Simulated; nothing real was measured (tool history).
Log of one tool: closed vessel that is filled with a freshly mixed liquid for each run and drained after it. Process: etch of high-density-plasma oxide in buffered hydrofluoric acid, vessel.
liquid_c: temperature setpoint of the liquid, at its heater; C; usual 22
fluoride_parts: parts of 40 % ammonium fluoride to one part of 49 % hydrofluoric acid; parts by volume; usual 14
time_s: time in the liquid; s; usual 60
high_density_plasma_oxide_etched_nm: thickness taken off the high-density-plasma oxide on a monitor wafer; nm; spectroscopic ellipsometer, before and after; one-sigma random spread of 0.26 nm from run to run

run,day,liquid_c,fluoride_parts,time_s,"read-back film thickness of the high-density-plasma oxide reference wafer, read on the same gauge (nm)",high_density_plasma_oxide_etched_nm
1,0,22,14,60,30.01,59.27
2,2.75,22,14,60,30.01,58.91
3,6.788,22,14,60,30.02,59.24
4,8.996,22,14,60,29.99,59.07
5,12.962,22,12.5,60,29.99,65.63
6,15.738,22,14,60,29.97,59.16
7,23.2,22,14,60,29.96,58.67
8,27.696,22,14,60,30,59.34
9,29.488,22,17,60,29.97,48.76
10,32.912,22,14,60,30.01,58.89
11,36.067,22,10.5,60,30.01,79.19
12,38.596,22,10.5,60,30.02,78.31
13,42.079,22,10.5,60,29.98,78.56
14,45.021,22,14,60,29.98,59.13
15,48.712,22,14,60,30.03,59.04
16,52.829,22,16,60,30,51.39
17,55.983,22,14,60,29.98,59.49
18,58.675,22,14,75,30.03,73.17
19,60.658,18,14,60,30,47.55
20,62.571,22,14,80,30.04,78.78
21,66.467,23.5,17.5,60,29.99,51.14
22,68.504,22,14,90,29.97,88.27
23,71.862,22,10.5,60,30,78.24
24,76.008,22,14,60,29.98,58.84
25,78.738,24.5,10,80,30,126.26
26,87.208,25,14,60,30.03,69.32
27,89.667,22,11,30,30.01,37.08
28,92.533,22,9,60,30.05,87.87
29,94.108,22,14,60,30,59.4
30,96.338,25.5,16,60,29.98,63.19
31,98.421,22,14,60,29.99,58.92

Removed from this log: 4 entries logged between the listed runs. Between which two listed runs does each belong, and how does the tool's hidden state at the listed run before it compare with that at the listed run after it?
Runs 6 to 7: thermometer replaced (day 19.346)
  both runs share identical hidden conditions
Runs 15 to 16: hydrofluoric acid flow meter replaced (day 50.338)
  both runs share identical hidden conditions
Runs 18 to 19: thermometer replaced (day 60.558)
  both runs share identical hidden conditions
Runs 21 to 22: gauge calibrated (day 67.175)
  both runs share identical hidden conditions
